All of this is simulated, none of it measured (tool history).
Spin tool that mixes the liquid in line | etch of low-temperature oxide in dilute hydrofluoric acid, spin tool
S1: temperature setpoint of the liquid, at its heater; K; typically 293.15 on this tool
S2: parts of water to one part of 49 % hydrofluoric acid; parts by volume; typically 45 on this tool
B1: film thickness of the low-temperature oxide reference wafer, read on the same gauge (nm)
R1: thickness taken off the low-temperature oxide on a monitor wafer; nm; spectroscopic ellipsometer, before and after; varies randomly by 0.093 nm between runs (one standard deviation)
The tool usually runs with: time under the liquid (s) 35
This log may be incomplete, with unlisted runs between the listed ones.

run 1 day=0.000 | S1=293.15 S2=45 time_under_the_liquid_(s)=35 | B1=90.02 | R1=20.59
run 2 day=0.446 | S1=293.15 S2=60 time_under_the_liquid_(s)=30 | B1=90.01 | R1=12.94
run 3 day=0.883 | S1=293.15 S2=60 time_under_the_liquid_(s)=30 | B1=90.00 | R1=12.95
run 4 day=1.375 | S1=293.15 S2=60 time_under_the_liquid_(s)=30 | B1=90.01 | R1=12.92
run 5 day=2.017 | S1=293.15 S2=45 time_under_the_liquid_(s)=35 | B1=89.98 | R1=20.53
run 6 day=2.392 | S1=295.15 S2=45 time_under_the_liquid_(s)=35 | B1=89.97 | R1=20.44
run 7 day=2.804 | S1=293.15 S2=45 time_under_the_liquid_(s)=35 | B1=90.01 | R1=18.66
run 8 day=3.404 | S1=293.15 S2=45 time_under_the_liquid_(s)=35 | B1=90.02 | R1=18.83
run 9 day=3.708 | S1=293.15 S2=45 time_under_the_liquid_(s)=35 | B1=89.99 | R1=18.83
run 10 day=3.975 | S1=293.15 S2=45 time_under_the_liquid_(s)=25 | B1=90.02 | R1=13.37
run 11 day=4.646 | S1=293.15 S2=45 time_under_the_liquid_(s)=55 | B1=89.98 | R1=29.51
run 12 day=4.946 | S1=293.15 S2=45 time_under_the_liquid_(s)=30 | B1=89.99 | R1=15.99
run 13 day=5.242 | S1=294.65 S2=60 time_under_the_liquid_(s)=35 | B1=90.03 | R1=14.63
run 14 day=6.050 | S1=290.65 S2=45 time_under_the_liquid_(s)=35 | B1=90.01 | R1=19.21
run 15 day=6.642 | S1=290.15 S2=30 time_under_the_liquid_(s)=40 | B1=90.02 | R1=32.46
run 16 day=7.388 | S1=290.15 S2=45 time_under_the_liquid_(s)=35 | B1=90.00 | R1=18.77
run 17 day=7.971 | S1=290.15 S2=65 time_under_the_liquid_(s)=45 | B1=89.98 | R1=16.31
run 18 day=8.696 | S1=293.15 S2=45 time_under_the_liquid_(s)=35 | B1=90.00 | R1=21.35
run 19 day=9.038 | S1=290.15 S2=25 time_under_the_liquid_(s)=20 | B1=90.02 | R1=19.61
run 20 day=9.688 | S1=295.15 S2=45 time_under_the_liquid_(s)=45 | B1=90.01 | R1=29.81
run 21 day=10.004 | S1=293.15 S2=45 time_under_the_liquid_(s)=35 | B1=89.98 | R1=21.37
run 22 day=10.492 | S1=297.15 S2=40 time_under_the_liquid_(s)=45 | B1=89.99 | R1=36.75
run 23 day=10.812 | S1=293.15 S2=30 time_under_the_liquid_(s)=35 | B1=90.01 | R1=32.55
run 24 day=11.292 | S1=293.15 S2=60 time_under_the_liquid_(s)=35 | B1=89.99 | R1=15.72
run 25 day=11.583 | S1=293.15 S2=45 time_under_the_liquid_(s)=40 | B1=90.01 | R1=24.23
run 26 day=12.196 | S1=297.15 S2=30 time_under_the_liquid_(s)=40 | B1=89.99 | R1=44.09
run 27 day=12.500 | S1=290.15 S2=60 time_under_the_liquid_(s)=55 | B1=90.04 | R1=21.59
run 28 day=12.871 | S1=297.15 S2=50 time_under_the_liquid_(s)=15 | B1=89.98 | R1=9.52
run 29 day=13.571 | S1=293.15 S2=45 time_under_the_liquid_(s)=50 | B1=90.02 | R1=30.54
run 30 day=14.225 | S1=290.15 S2=30 time_under_the_liquid_(s)=55 | B1=89.99 | R1=44.53
run 31 day=14.717 | S1=293.15 S2=55 time_under_the_liquid_(s)=35 | B1=89.99 | R1=17.01
run 32 day=15.371 | S1=295.15 S2=25 time_under_the_liquid_(s)=25 | B1=90.03 | R1=30.44
run 33 day=15.950 | S1=295.15 S2=30 time_under_the_liquid_(s)=55 | B1=90.02 | R1=55.09

Missing from the log above: 3 entries noted between runs. For each, name the pair of listed runs it sits between and say how the tool's hidden condition differs from the listed run just before to the listed run just after:
Logged between run 4 and run 5: gauge calibrated (day 2.012)
  liquid hotter than its thermometer reads (K): 2.14 -> 2.15; hydrofluoric acid flow below the setpoint (%): 11.5 -> 11.6
  measured minus no-state result, R1: -0.55 -> -0.83 nm
Logged between run 5 and run 6: thermometer replaced (day 2.371)
  liquid hotter than its thermometer reads (K): 2.15 -> 0.0539; hydrofluoric acid flow below the setpoint (%): 11.6 -> 11.7
  measured minus no-state result, R1: -0.83 -> -2.82 nm
Logged between run 13 and run 14: hydrofluoric acid flow meter replaced (day 6.029)
  liquid hotter than its thermometer reads (K): 0.103 -> 0.116; hydrofluoric acid flow below the setpoint (%): 12.3 -> 0.181
  measured minus no-state result, R1: -2.15 -> +0.07 nm

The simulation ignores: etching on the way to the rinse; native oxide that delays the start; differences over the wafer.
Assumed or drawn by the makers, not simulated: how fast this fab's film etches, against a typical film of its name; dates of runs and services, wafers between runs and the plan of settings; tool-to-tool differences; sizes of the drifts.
